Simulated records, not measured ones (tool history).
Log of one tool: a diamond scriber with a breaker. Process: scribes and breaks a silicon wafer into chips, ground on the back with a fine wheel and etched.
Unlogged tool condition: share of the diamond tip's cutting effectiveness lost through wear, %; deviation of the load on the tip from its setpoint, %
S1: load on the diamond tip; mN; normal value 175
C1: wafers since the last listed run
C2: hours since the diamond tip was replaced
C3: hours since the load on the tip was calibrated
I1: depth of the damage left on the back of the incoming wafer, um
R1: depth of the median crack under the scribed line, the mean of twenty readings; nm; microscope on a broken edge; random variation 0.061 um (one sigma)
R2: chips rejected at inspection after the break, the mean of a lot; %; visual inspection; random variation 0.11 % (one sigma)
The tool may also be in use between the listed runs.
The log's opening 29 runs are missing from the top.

| run | hour | S1 | C1 | C2 | C3 | I1 | R1 | R2 |
|---|---|---|---|---|---|---|---|---|
| 30 | 398 | 142 | 13 | 48.1 | 107.1 | 0.49 | 7950 | 3.56 |
| 31 | 411.2 | 138 | 25 | 61.3 | 120.3 | 0.67 | 7840 | 4 |
| 32 | 431.4 | 175 | 39 | 81.5 | 140.5 | 0.55 | 8950 | 1.65 |
| 33 | 446.2 | 161 | 28 | 96.3 | 155.3 | 0.57 | 8550 | 2.09 |
| 34 | 458.7 | 175 | 24 | 108.8 | 167.8 | 0.75 | 8890 | 1.85 |
| 35 | 465.6 | 175 | 13 | 115.7 | 174.7 | 0.74 | 8970 | 1.83 |
| 36 | 479.3 | 150 | 26 | 129.4 | 188.4 | 0.58 | 8210 | 3.22 |
| 37 | 494.7 | 175 | 29 | 144.8 | 203.8 | 0.72 | 8930 | 1.59 |
| 38 | 508.2 | 197 | 26 | 158.3 | 217.3 | 0.46 | 9440 | 1.68 |
| 39 | 516.2 | 143 | 15 | 166.3 | 225.3 | 0.33 | 7940 | 3.99 |
| 40 | 532.5 | 198 | 31 | 182.6 | 241.6 | 0.6 | 9460 | 1.75 |
| 41 | 550 | 175 | 33 | 200.1 | 259.1 | 0.57 | 8730 | 1.79 |
| 42 | 556.1 | 135 | 11 | 206.2 | 265.2 | 0.6 | 7630 | 5.49 |
| 43 | 562.3 | 219 | 12 | 212.4 | 271.4 | 0.36 | 9890 | 2.48 |

Here are 3 independent what-if runs from the current tool condition. What would each one return?
| A | 562.9 | 149 | 1 | 213 | 272 | 0.74 | ? | ? |
| B | 562.9 | 141 | 1 | 213 | 272 | 0.74 | ? | ? |
| C | 562.9 | 136 | 1 | 213 | 272 | 0.74 | ? | ? |

| run | R1 | R2 |
|---|---|---|
| A | 8050 | 3.41 |
| B | 7810 | 4.28 |
| C | 7650 | 4.93 |
The same runs, with their run-to-run variation unchanged, on a tool lacking any hidden condition would have given:
| run | R1 | R2 |
|---|---|---|
| A | 8470 | 2.33 |
| B | 8210 | 2.93 |
| C | 8050 | 3.41 |

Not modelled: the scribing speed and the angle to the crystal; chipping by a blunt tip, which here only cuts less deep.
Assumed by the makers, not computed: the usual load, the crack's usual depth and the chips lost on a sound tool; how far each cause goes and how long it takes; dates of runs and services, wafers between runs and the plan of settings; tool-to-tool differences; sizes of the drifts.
